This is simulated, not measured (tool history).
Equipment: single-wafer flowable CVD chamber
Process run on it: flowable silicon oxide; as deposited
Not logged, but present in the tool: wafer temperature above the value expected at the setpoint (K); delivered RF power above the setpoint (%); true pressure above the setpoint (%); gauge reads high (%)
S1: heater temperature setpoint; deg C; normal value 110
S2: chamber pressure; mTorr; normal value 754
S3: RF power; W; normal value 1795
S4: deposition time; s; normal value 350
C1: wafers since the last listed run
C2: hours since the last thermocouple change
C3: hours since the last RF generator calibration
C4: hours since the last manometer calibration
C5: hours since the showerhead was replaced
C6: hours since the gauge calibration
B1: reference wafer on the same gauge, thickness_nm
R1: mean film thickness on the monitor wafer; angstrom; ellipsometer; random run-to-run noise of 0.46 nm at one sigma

run,day,S1,S2,S3,S4,C1,C2,C3,C4,C5,C6,B1,R1
1,0.000,110,754,1795,350,0,2117.4,947.1,0.5,3065.2,2089.6,129.854,1267.11
# day 1.133: thermocouple changed; heater temperature recalibrated
# day 2.154: gauge calibrated
# day 2.388: RF generator calibrated
2,2.917,110,885,1685,350,323,42.8,12.7,70.5,3135.2,18.3,130.049,1495.24
3,5.254,110,885,1685,350,336,98.9,68.8,126.6,3191.3,74.4,130.146,1494.06
# day 6.050: showerhead replaced
4,6.908,110,885,1685,350,190,138.6,108.5,166.3,20.6,114.1,129.954,1487.02
5,9.033,110,754,1795,399,305,189.6,159.5,217.3,71.6,165.1,130.083,1466.17
6,10.646,110,754,1795,399,231,228.3,198.2,256.0,110.3,203.8,129.996,1479.07
7,13.600,110,754,1795,399,425,299.2,269.1,326.9,181.2,274.7,129.957,1471.43
8,16.304,110,754,1795,393,389,364.1,334.0,391.8,246.1,339.6,129.870,1450.69
9,17.550,110,614,1550,287,179,394.0,363.9,421.7,276.0,369.5,130.063,823.22
10,19.917,96,830,1520,324,340,450.8,420.7,478.5,332.8,426.3,129.879,2032.63
11,22.008,110,754,1795,350,300,501.0,470.9,528.7,383.0,476.5,129.952,1289.42
12,23.700,98,837,1970,350,243,541.6,511.5,569.3,423.6,517.1,130.103,2235.93
13,26.058,106,801,2000,394,339,598.2,568.1,625.9,480.2,573.7,129.961,1828.47
14,27.058,117,812,1440,379,143,622.2,592.1,649.9,504.2,597.7,129.883,1099.62
15,29.800,110,754,1795,350,394,688.0,657.9,715.7,570.0,663.5,129.834,1276.46
16,32.546,110,754,1610,350,395,753.9,723.8,781.6,635.9,729.4,129.898,1230.41
17,34.950,110,754,1795,350,345,811.6,781.5,839.3,693.6,787.1,130.066,1275.23
18,37.692,116,646,1795,350,394,877.4,847.3,905.1,759.4,852.9,130.059,893.14
# day 38.833: RF generator calibrated
19,39.367,101,754,2120,286,193,917.6,12.8,945.3,799.6,893.1,130.064,1516.08
20,40.892,110,665,1795,350,219,954.2,49.4,981.9,836.2,929.7,130.090,1143.42
21,43.550,98,652,1945,371,382,1018.0,113.2,1045.7,900.0,993.5,130.052,1834.99
22,45.721,110,754,1915,396,312,1070.1,165.3,1097.8,952.1,1045.6,129.993,1489.95
23,46.762,110,754,1795,350,149,1095.1,190.3,1122.8,977.1,1070.6,130.018,1291.23
24,49.096,117,754,1795,350,335,1151.1,246.3,1178.8,1033.1,1126.6,129.876,1023.38
25,50.658,118,838,2030,295,224,1188.6,283.8,1216.3,1070.6,1164.1,129.894,961.75
26,52.038,110,754,1795,419,198,1221.7,316.9,1249.4,1103.7,1197.2,130.024,1548.60
27,54.483,110,754,1795,350,351,1280.4,375.6,1308.1,1162.4,1255.9,129.813,1291.70
28,55.692,110,754,1795,350,173,1309.4,404.6,1337.1,1191.4,1284.9,129.974,1282.78
29,57.750,104,754,1795,371,296,1358.8,454.0,1386.5,1240.8,1334.3,130.195,1671.60

For some of the steps in R1 from one run to the next: how much would appear even if the tool had no hidden state, given the settings, what came in and random variation, and how much remains for the hidden state plus any gauge scatter that the measured result and the result without hidden state don't share?
Run 1 -> 2: S2 754 -> 885, S3 1795 -> 1685, thermocouple changed; heater temperature recalibrated, gauge calibrated, RF generator calibrated. R1 +228.13 angstrom: hidden state +33.80, all else +194.33.
Run 9 -> 10: S1 110 -> 96, S2 614 -> 830, S3 1550 -> 1520, S4 287 -> 324. R1 +1209.41 angstrom: hidden state -14.18, all else +1223.59.
Run 11 -> 12: S1 110 -> 98, S2 754 -> 837, S3 1795 -> 1970. R1 +946.51 angstrom: hidden state -7.23, all else +953.74.
Run 18 -> 19: S1 116 -> 101, S2 646 -> 754, S3 1795 -> 2120, S4 350 -> 286, RF generator calibrated. R1 +622.94 angstrom: hidden state +17.53, all else +605.41.

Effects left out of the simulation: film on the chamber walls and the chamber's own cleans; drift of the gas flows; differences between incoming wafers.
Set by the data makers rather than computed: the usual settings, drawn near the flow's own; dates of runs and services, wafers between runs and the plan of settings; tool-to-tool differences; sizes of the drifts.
